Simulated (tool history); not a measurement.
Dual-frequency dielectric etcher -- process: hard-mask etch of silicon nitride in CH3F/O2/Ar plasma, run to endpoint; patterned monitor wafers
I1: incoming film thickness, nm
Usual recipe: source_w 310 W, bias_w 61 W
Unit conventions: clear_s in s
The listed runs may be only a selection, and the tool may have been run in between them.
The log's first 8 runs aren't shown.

Run 9, hour 453.6: usual settings; I1 35.41. Result: clear_s 58.0 s.
Run 10, hour 508.5: usual settings; I1 35.66. Result: clear_s 58.0 s.
Run 11, hour 547.5: usual settings; I1 35.14. Result: clear_s 56.7 s.
Run 12, hour 608.5: usual settings; I1 35.76. Result: clear_s 57.6 s.
Run 13, hour 676.1: usual settings; I1 35.89. Result: clear_s 58.0 s.
At hour 717.7: wet clean of the chamber.
Run 14, hour 718.2: usual settings; I1 35.52. Result: clear_s 57.7 s.
Run 15, hour 776.2: usual settings; I1 35.38. Result: clear_s 57.3 s.
Run 16, hour 817.0: usual settings but bias_w 54 W; I1 35.47. Result: clear_s 60.3 s.
Run 17, hour 846.3: usual settings but source_w 270 W, bias_w 72 W; I1 35.39. Result: clear_s 55.1 s.
At hour 868.4: source power generator calibrated.
Run 18, hour 897.4: usual settings but source_w 260 W, bias_w 54 W; I1 35.53. Result: clear_s 62.9 s.
Run 19, hour 950.4: usual settings; I1 35.27. Result: clear_s 57.2 s.
Run 20, hour 1018.8: usual settings but bias_w 67 W; I1 35.66. Result: clear_s 56.0 s.
Run 21, hour 1071.6: usual settings; I1 35.60. Result: clear_s 58.2 s.

Run 22 is up next; what results do you expect?
Run 22, hour 1098.0: usual settings; I1 35.40. Result: clear_s ?.

{"run 22": {"clear_s": 57.2}}
The same run, on a tool lacking any hidden state, would have yielded clear_s 57.2 s.

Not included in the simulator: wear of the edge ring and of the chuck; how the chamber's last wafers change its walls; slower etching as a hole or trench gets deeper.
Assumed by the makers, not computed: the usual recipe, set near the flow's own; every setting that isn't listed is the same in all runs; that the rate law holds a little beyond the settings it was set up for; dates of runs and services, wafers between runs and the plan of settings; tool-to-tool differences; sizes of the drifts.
